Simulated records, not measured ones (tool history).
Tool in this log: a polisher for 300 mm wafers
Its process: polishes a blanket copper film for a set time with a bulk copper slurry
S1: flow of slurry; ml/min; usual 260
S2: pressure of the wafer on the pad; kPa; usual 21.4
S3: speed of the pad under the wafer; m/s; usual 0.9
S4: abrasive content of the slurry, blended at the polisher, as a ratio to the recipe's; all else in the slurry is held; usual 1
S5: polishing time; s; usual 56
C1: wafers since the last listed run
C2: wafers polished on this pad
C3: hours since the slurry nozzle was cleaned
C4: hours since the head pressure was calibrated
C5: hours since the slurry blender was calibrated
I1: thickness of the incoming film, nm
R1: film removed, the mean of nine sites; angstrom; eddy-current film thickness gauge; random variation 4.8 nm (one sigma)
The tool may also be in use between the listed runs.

| run | day | S1 | S2 | S3 | S4 | S5 | C1 | C2 | C3 | C4 | C5 | I1 | R1 |
|---|---|---|---|---|---|---|---|---|---|---|---|---|---|
| 1 | 0 | 260 | 21.4 | 0.9 | 1 | 56 | 0 | 1482 | 318.9 | 677.2 | 83.9 | 3450.7 | 5847 |
|  | 1.217 | worn pad replaced by a new one |
| 2 | 4.467 | 260 | 21.4 | 0.9 | 1 | 56 | 1307 | 988 | 426.1 | 784.4 | 191.1 | 3431.8 | 6005 |
| 3 | 5.917 | 260 | 21.4 | 0.9 | 1 | 56 | 440 | 1429 | 460.9 | 819.2 | 225.9 | 3454.9 | 5784 |
|  | 6.833 | worn pad replaced by a new one |
| 4 | 7.383 | 260 | 21.4 | 0.9 | 1 | 56 | 395 | 167 | 496.1 | 854.4 | 261.1 | 3444 | 6046 |
| 5 | 8.725 | 260 | 21.4 | 0.9 | 1 | 56 | 408 | 575 | 528.3 | 886.6 | 293.3 | 3465.3 | 5921 |
| 6 | 9.596 | 260 | 21.4 | 0.9 | 1 | 56 | 264 | 839 | 549.2 | 907.5 | 314.2 | 3476.3 | 5980 |
| 7 | 11.062 | 260 | 21.4 | 0.9 | 1 | 56 | 446 | 1285 | 584.4 | 942.7 | 349.4 | 3432.2 | 5822 |
| 8 | 12.042 | 260 | 21.4 | 0.9 | 1 | 56 | 297 | 1583 | 607.9 | 966.2 | 372.9 | 3450.7 | 5767 |
|  | 12.817 | slurry blender recalibrated |
|  | 13.15 | worn pad replaced by a new one |
| 9 | 14.121 | 260 | 21.4 | 0.9 | 1 | 56 | 556 | 294 | 657.8 | 1016.1 | 31.3 | 3450.3 | 5912 |
| 10 | 15.096 | 260 | 21.4 | 0.9 | 1 | 56 | 296 | 591 | 681.2 | 1039.5 | 54.7 | 3386.9 | 5981 |
| 11 | 16.046 | 260 | 21.4 | 0.9 | 1 | 56 | 288 | 880 | 704 | 1062.3 | 77.5 | 3477.4 | 5860 |
| 12 | 17.021 | 260 | 17.9 | 0.9 | 0.85 | 42 | 296 | 1176 | 727.4 | 1085.7 | 100.9 | 3493.1 | 3752 |
| 13 | 17.662 | 260 | 21.4 | 0.76 | 1.15 | 42 | 195 | 1371 | 742.8 | 1101.1 | 116.3 | 3442.9 | 3822 |
|  | 17.996 | head pressure recalibrated |
|  | 18.171 | slurry nozzle cleaned |
|  | 18.817 | worn pad replaced by a new one |
| 14 | 20 | 300 | 21.4 | 0.9 | 1 | 75 | 622 | 359 | 43.9 | 48.1 | 172.4 | 3483.1 | 8199 |
| 15 | 20.658 | 195 | 21.4 | 1.04 | 1 | 56 | 200 | 559 | 59.7 | 63.9 | 188.2 | 3420 | 6770 |
| 16 | 21.858 | 200 | 21.4 | 1 | 1 | 56 | 364 | 924 | 88.5 | 92.7 | 217 | 3422.1 | 6543 |
| 17 | 22.792 | 260 | 21.4 | 0.9 | 1 | 56 | 283 | 1208 | 110.9 | 115.1 | 239.4 | 3434 | 5842 |
| 18 | 24.242 | 260 | 21.4 | 0.9 | 1 | 56 | 440 | 1649 | 145.7 | 149.9 | 274.2 | 3457.5 | 5789 |
|  | 25.242 | worn pad replaced by a new one |
| 19 | 25.554 | 260 | 21.4 | 0.9 | 1 | 65 | 348 | 94 | 177.2 | 181.4 | 305.7 | 3432.7 | 6894 |
| 20 | 26.521 | 200 | 21.4 | 1.2 | 0.75 | 49 | 293 | 388 | 200.4 | 204.6 | 328.9 | 3450.3 | 6219 |
| 21 | 27.75 | 325 | 21.4 | 0.9 | 1 | 56 | 373 | 762 | 229.9 | 234.1 | 358.4 | 3397.6 | 5987 |
| 22 | 28.7 | 175 | 15.9 | 0.9 | 1.15 | 40 | 288 | 1051 | 252.7 | 256.9 | 381.2 | 3534.2 | 3495 |
| 23 | 29.662 | 260 | 21.4 | 0.9 | 1 | 56 | 292 | 1343 | 275.8 | 280 | 404.3 | 3404.5 | 5851 |

For each entry between runs, how does the tool's hidden state at the last listed run before it compare with that at the first listed run after it?
Between runs 1 and 2: worn pad replaced by a new one (day 1.217)
  removal rate lost through wear of the pad, %: 4.01 -> 1.55
  measured result minus the result with no hidden state, R1: -245 -> -94 angstrom
Between runs 3 and 4: worn pad replaced by a new one (day 6.833)
  removal rate lost through wear of the pad, %: 3.15 -> 0.318
  measured result minus the result with no hidden state, R1: -188 -> -20 angstrom
Between runs 8 and 9: slurry blender recalibrated (day 12.817); worn pad replaced by a new one (day 13.15)
  removal rate lost through wear of the pad, %: 4.03 -> 0.313
  measured result minus the result with no hidden state, R1: -242 -> -19 angstrom
Between runs 13 and 14: head pressure recalibrated (day 17.996); slurry nozzle cleaned (day 18.171); worn pad replaced by a new one (day 18.817)
  removal rate lost through wear of the pad, %: 3 -> 0.338
  measured result minus the result with no hidden state, R1: -118 -> -28 angstrom
Between runs 18 and 19: worn pad replaced by a new one (day 25.242)
  removal rate lost through wear of the pad, %: 4.22 -> 0.874
  measured result minus the result with no hidden state, R1: -255 -> -61 angstrom
